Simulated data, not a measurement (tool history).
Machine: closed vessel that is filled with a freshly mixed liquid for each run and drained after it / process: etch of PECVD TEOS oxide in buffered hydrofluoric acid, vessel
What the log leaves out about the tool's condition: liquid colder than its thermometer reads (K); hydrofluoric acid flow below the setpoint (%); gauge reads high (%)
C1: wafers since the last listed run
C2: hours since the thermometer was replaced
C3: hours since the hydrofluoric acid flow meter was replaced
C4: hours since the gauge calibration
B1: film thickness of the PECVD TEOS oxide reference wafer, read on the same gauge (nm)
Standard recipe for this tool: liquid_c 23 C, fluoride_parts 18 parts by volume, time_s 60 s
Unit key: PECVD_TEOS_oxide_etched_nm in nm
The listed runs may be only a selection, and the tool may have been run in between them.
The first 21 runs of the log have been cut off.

{"run": 22, "hour": 519.0, "liquid_c": 23, "fluoride_parts": 18, "time_s": 60, "C1": 3886, "C2": 479.7, "C3": 350.1, "C4": 247.9, "B1": 140, "PECVD_TEOS_oxide_etched_nm": 45.96}
{"run": 23, "hour": 532.0, "liquid_c": 23, "fluoride_parts": 22, "time_s": 60, "C1": 1772, "C2": 492.7, "C3": 363.1, "C4": 260.9, "B1": 140.01, "PECVD_TEOS_oxide_etched_nm": 39.05}
{"run": 24, "hour": 561.3, "liquid_c": 23, "fluoride_parts": 22.5, "time_s": 75, "C1": 3995, "C2": 522, "C3": 392.4, "C4": 290.2, "B1": 140.04, "PECVD_TEOS_oxide_etched_nm": 47.94}
{"run": 25, "hour": 582.1, "liquid_c": 24.5, "fluoride_parts": 20.5, "time_s": 60, "C1": 2836, "C2": 542.8, "C3": 413.2, "C4": 311, "B1": 140.01, "PECVD_TEOS_oxide_etched_nm": 44.2}
{"run": 26, "hour": 614.9, "liquid_c": 23, "fluoride_parts": 18, "time_s": 40, "C1": 4473, "C2": 575.6, "C3": 446, "C4": 343.8, "B1": 140.04, "PECVD_TEOS_oxide_etched_nm": 30.54}
{"run": 27, "hour": 627.3, "liquid_c": 18, "fluoride_parts": 12, "time_s": 70, "C1": 1691, "C2": 588, "C3": 458.4, "C4": 356.2, "B1": 140, "PECVD_TEOS_oxide_etched_nm": 60.08}
{"run": 28, "hour": 660.8, "liquid_c": 18.5, "fluoride_parts": 20, "time_s": 45, "C1": 4568, "C2": 621.5, "C3": 491.9, "C4": 389.7, "B1": 140.04, "PECVD_TEOS_oxide_etched_nm": 24.2}
{"run": 29, "hour": 679.8, "liquid_c": 25.5, "fluoride_parts": 15, "time_s": 60, "C1": 2591, "C2": 640.5, "C3": 510.9, "C4": 408.7, "B1": 139.99, "PECVD_TEOS_oxide_etched_nm": 63.07}
{"run": 30, "hour": 708.4, "liquid_c": 23, "fluoride_parts": 20.5, "time_s": 60, "C1": 3900, "C2": 669.1, "C3": 539.5, "C4": 437.3, "B1": 139.98, "PECVD_TEOS_oxide_etched_nm": 40.77}
{"run": 31, "hour": 730.0, "liquid_c": 23, "fluoride_parts": 21, "time_s": 60, "C1": 2945, "C2": 690.7, "C3": 561.1, "C4": 458.9, "B1": 140.02, "PECVD_TEOS_oxide_etched_nm": 40.23}
{"run": 32, "hour": 746.3, "liquid_c": 24.5, "fluoride_parts": 21.5, "time_s": 40, "C1": 2223, "C2": 707, "C3": 577.4, "C4": 475.2, "B1": 140.02, "PECVD_TEOS_oxide_etched_nm": 28.36}
{"run": 33, "hour": 761.4, "liquid_c": 25, "fluoride_parts": 23, "time_s": 60, "C1": 2059, "C2": 722.1, "C3": 592.5, "C4": 490.3, "B1": 140.02, "PECVD_TEOS_oxide_etched_nm": 41.88}

Each row is a separate what-if for the run after 33, all from the same tool condition, not one after another. Results?
{"run": "A", "hour": 762.1, "liquid_c": 25, "fluoride_parts": 18, "time_s": 60, "C1": 95, "C2": 722.8, "C3": 593.2, "C4": 491, "B1": "?", "PECVD_TEOS_oxide_etched_nm": "?"}
{"run": "B", "hour": 762.1, "liquid_c": 28, "fluoride_parts": 18, "time_s": 60, "C1": 95, "C2": 722.8, "C3": 593.2, "C4": 491, "B1": "?", "PECVD_TEOS_oxide_etched_nm": "?"}
{"run": "C", "hour": 762.1, "liquid_c": 23, "fluoride_parts": 11.5, "time_s": 75, "C1": 95, "C2": 722.8, "C3": 593.2, "C4": 491, "B1": "?", "PECVD_TEOS_oxide_etched_nm": "?"}
{"run": "D", "hour": 762.1, "liquid_c": 23, "fluoride_parts": 13.5, "time_s": 70, "C1": 95, "C2": 722.8, "C3": 593.2, "C4": 491, "B1": "?", "PECVD_TEOS_oxide_etched_nm": "?"}

run=A B1=139.96 PECVD_TEOS_oxide_etched_nm=50.91
run=B B1=139.96 PECVD_TEOS_oxide_etched_nm=59.83
run=C B1=139.96 PECVD_TEOS_oxide_etched_nm=88.57
run=D B1=139.96 PECVD_TEOS_oxide_etched_nm=70.65
What these runs would have given with no unlogged condition in the tool:
run=A PECVD_TEOS_oxide_etched_nm=52.12
run=B PECVD_TEOS_oxide_etched_nm=61.26
run=C PECVD_TEOS_oxide_etched_nm=90.67
run=D PECVD_TEOS_oxide_etched_nm=72.34
